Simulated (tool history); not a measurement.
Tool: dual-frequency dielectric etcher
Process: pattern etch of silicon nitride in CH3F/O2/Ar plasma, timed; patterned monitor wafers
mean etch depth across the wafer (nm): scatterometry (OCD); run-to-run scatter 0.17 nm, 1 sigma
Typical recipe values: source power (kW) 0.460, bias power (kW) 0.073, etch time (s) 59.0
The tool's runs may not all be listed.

run   hour  source power (kW)  bias power (kW)  etch time (s)  wafers since the last listed run  hours since the last wet clean  hours since the last source power generator calibration  hours since the last bias power generator calibration  hours since the last upper electrode change  hours since the gauge calibration  read-back reference wafer on the same gauge, depth_nm  mean etch depth across the wafer (nm)
  1    0.0              0.460            0.073           59.0                                 0                            36.1                                                   2602.2                                                 1415.7                                       3086.4                              554.5                                                  46.66                                  43.82
  2   28.7              0.460            0.073           59.0                               232                            64.8                                                   2630.9                                                 1444.4                                       3115.1                              583.2                                                  46.59                                  43.26
  3   54.8              0.460            0.073           59.0                               211                            90.9                                                   2657.0                                                 1470.5                                       3141.2                              609.3                                                  46.68                                  43.74
  4   67.7              0.460            0.073           59.0                               104                           103.8                                                   2669.9                                                 1483.4                                       3154.1                              622.2                                                  46.63                                  43.77
  5  100.0              0.460            0.073           59.0                               262                           136.1                                                   2702.2                                                 1515.7                                       3186.4                              654.5                                                  46.63                                  43.64
  6  122.1              0.460            0.073           59.0                               179                           158.2                                                   2724.3                                                 1537.8                                       3208.5                              676.6                                                  46.57                                  43.24
  7  148.0              0.460            0.073           59.0                               210                           184.1                                                   2750.2                                                 1563.7                                       3234.4                              702.5                                                  46.63                                  42.88
  8  176.6              0.430            0.073           59.0                               232                           212.7                                                   2778.8                                                 1592.3                                       3263.0                              731.1                                                  46.57                                  41.65
  9  195.0              0.430            0.073           59.0                               149                           231.1                                                   2797.2                                                 1610.7                                       3281.4                              749.5                                                  46.59                                  41.86
 10  225.8              0.460            0.073           59.0                               249                           261.9                                                   2828.0                                                 1641.5                                       3312.2                              780.3                                                  46.60                                  42.78
 11  246.1              0.460            0.073           59.0                               164                           282.2                                                   2848.3                                                 1661.8                                       3332.5                              800.6                                                  46.54                                  42.84
 12  334.3              0.460            0.073           59.0                               715                           370.4                                                   2936.5                                                 1750.0                                       3420.7                              888.8                                                  46.73                                  42.77
 13  368.7              0.460            0.073           59.0                               279                           404.8                                                   2970.9                                                 1784.4                                       3455.1                              923.2                                                  46.63                                  42.43
 14  383.8              0.410            0.073           59.0                               122                           419.9                                                   2986.0                                                 1799.5                                       3470.2                              938.3                                                  46.61                                  40.51
     392.8  -- gauge calibrated
     398.2  -- source power generator calibrated
     422.4  -- upper electrode replaced, of another model than before
 15  422.9              0.400            0.058           59.0                                90                           459.0                                                     24.7                                                 1838.6                                          0.5                               30.1                                                  46.61                                  39.58
 16  424.9              0.430            0.073           59.0                                16                           461.0                                                     26.7                                                 1840.6                                          2.5                               32.1                                                  46.62                                  41.75
     458.7  -- bias power generator calibrated
     463.9  -- wet clean of the chamber
 17  464.4              0.350            0.060           65.0                               245                             0.5                                                     66.2                                                    5.7                                         42.0                               71.6                                                  46.57                                  43.64
 18  467.0              0.530            0.073           75.5                                21                             3.1                                                     68.8                                                    8.3                                         44.6                               74.2                                                  46.51                                  57.31
 19  492.7              0.460            0.073           59.0                               208                            28.8                                                     94.5                                                   34.0                                         70.3                               99.9                                                  46.57                                  43.42
 20  511.4              0.460            0.063           69.0                               151                            47.5                                                    113.2                                                   52.7                                         89.0                              118.6                                                  46.71                                  49.24
 21  528.5              0.400            0.058           59.0                               138                            64.6                                                    130.3                                                   69.8                                        106.1                              135.7                                                  46.58                                  40.58
 22  562.6              0.410            0.067           43.0                               276                            98.7                                                    164.4                                                  103.9                                        140.2                              169.8                                                  46.64                                  30.10
 23  635.7              0.540            0.090           68.0                               593                           171.8                                                    237.5                                                  177.0                                        213.3                              242.9                                                  46.70                                  53.09
 24  670.1              0.460            0.073           59.0                               279                           206.2                                                    271.9                                                  211.4                                        247.7                              277.3                                                  46.60                                  42.68
 25  682.5              0.560            0.073           75.0                               100                           218.6                                                    284.3                                                  223.8                                        260.1                              289.7                                                  46.52                                  56.46
 26  702.2              0.460            0.073           59.0                               159                           238.3                                                    304.0                                                  243.5                                        279.8                              309.4                                                  46.59                                  42.42
 27  733.9              0.410            0.067           43.0                               257                           270.0                                                    335.7                                                  275.2                                        311.5                              341.1                                                  46.56                                  29.80
 28  748.1              0.370            0.082           53.5                               115                           284.2                                                    349.9                                                  289.4                                        325.7                              355.3                                                  46.60                                  37.18

Entry by entry between the runs, the difference in hidden state between the last listed run before and the first listed run after:
Run 14 -> run 15: gauge calibrated (hour 392.8); source power generator calibrated (hour 398.2); upper electrode replaced, of another model than before (hour 422.4)
  etch rate over this chamber's usual, %: -2.58 -> -2.87
  measured value less the no-hidden-state value, mean etch depth across the wafer (nm): -1.07 -> -1.17
Run 16 -> run 17: bias power generator calibrated (hour 458.7); wet clean of the chamber (hour 463.9)
  etch rate over this chamber's usual, %: -2.89 -> -0.441
  measured value less the no-hidden-state value, mean etch depth across the wafer (nm): -1.24 -> -0.19
